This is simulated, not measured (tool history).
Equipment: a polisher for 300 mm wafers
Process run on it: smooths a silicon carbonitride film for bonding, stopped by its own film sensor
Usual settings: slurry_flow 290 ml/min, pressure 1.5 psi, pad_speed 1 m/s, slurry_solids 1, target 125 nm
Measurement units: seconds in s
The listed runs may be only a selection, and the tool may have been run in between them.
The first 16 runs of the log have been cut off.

run	day	slurry_flow	pressure	pad_speed	slurry_solids	target	wafers since the last listed run	wafers polished on this pad	hours since the slurry nozzle was cleaned	hours since the head pressure was calibrated	hours since the slurry blender was calibrated	incoming thickness of the incoming film, nm	seconds
# day 38.654: worn pad replaced by a new one
# day 41.608: slurry blender recalibrated
17	41.746	290	1.5	1	1	125	1806	750	251	244	3.3	141.1	82.8
18	42.804	335	1.5	1	1.15	130	264	1014	276.4	269.4	28.7	138.4	39.7
19	45.533	290	1.5	1	1.2	125	681	1696	341.9	334.9	94.2	138.5	69.4
20	47.029	190	1.5	0.86	0.75	125	373	2069	377.8	370.8	130.1	141.9	122.5
21	49.85	260	1.5	1.22	1	126	704	2773	445.5	438.5	197.8	138.2	65.3
# day 51.104: worn pad replaced by a new one
# day 52.471: slurry nozzle cleaned
22	52.717	290	1.5	1	1	125	663	392	5.9	507.3	266.6	139.4	91.2
# day 53.575: slurry blender recalibrated
23	54.058	290	1.5	1.26	0.7	125	314	706	38.1	539.5	11.6	140.3	82.3
24	55.721	335	1.5	1	1.15	130	414	1121	78	579.4	51.5	140.5	55.3
# day 58.267: head pressure recalibrated
25	58.442	365	1.2	1.24	0.9	125	658	1779	143.3	4.2	116.8	141.9	102.8
26	61.175	370	1.5	1	1	125	682	2461	208.9	69.8	182.4	140.2	81.4
27	63.879	365	1.2	1.24	0.9	125	674	3136	273.8	134.7	247.3	139	89.3
28	65.529	290	1.3	1.26	1.15	125	411	3548	313.4	174.3	286.9	139.2	79.8
# day 65.8: worn pad replaced by a new one
29	66.688	290	1.5	1	1	122	247	221	341.2	202.1	314.7	137.9	95.9

Forecast run 30:
# day 68.242: slurry blender recalibrated
30	68.483	290	1.5	1	1.1	123	427	649	384.3	245.2	5.8	137.4	?

Run 30 yielded seconds 71.2 s.
Take away the tool's hidden state, keep the run-to-run variation as it was, and the same run would have given seconds 69.1 s.
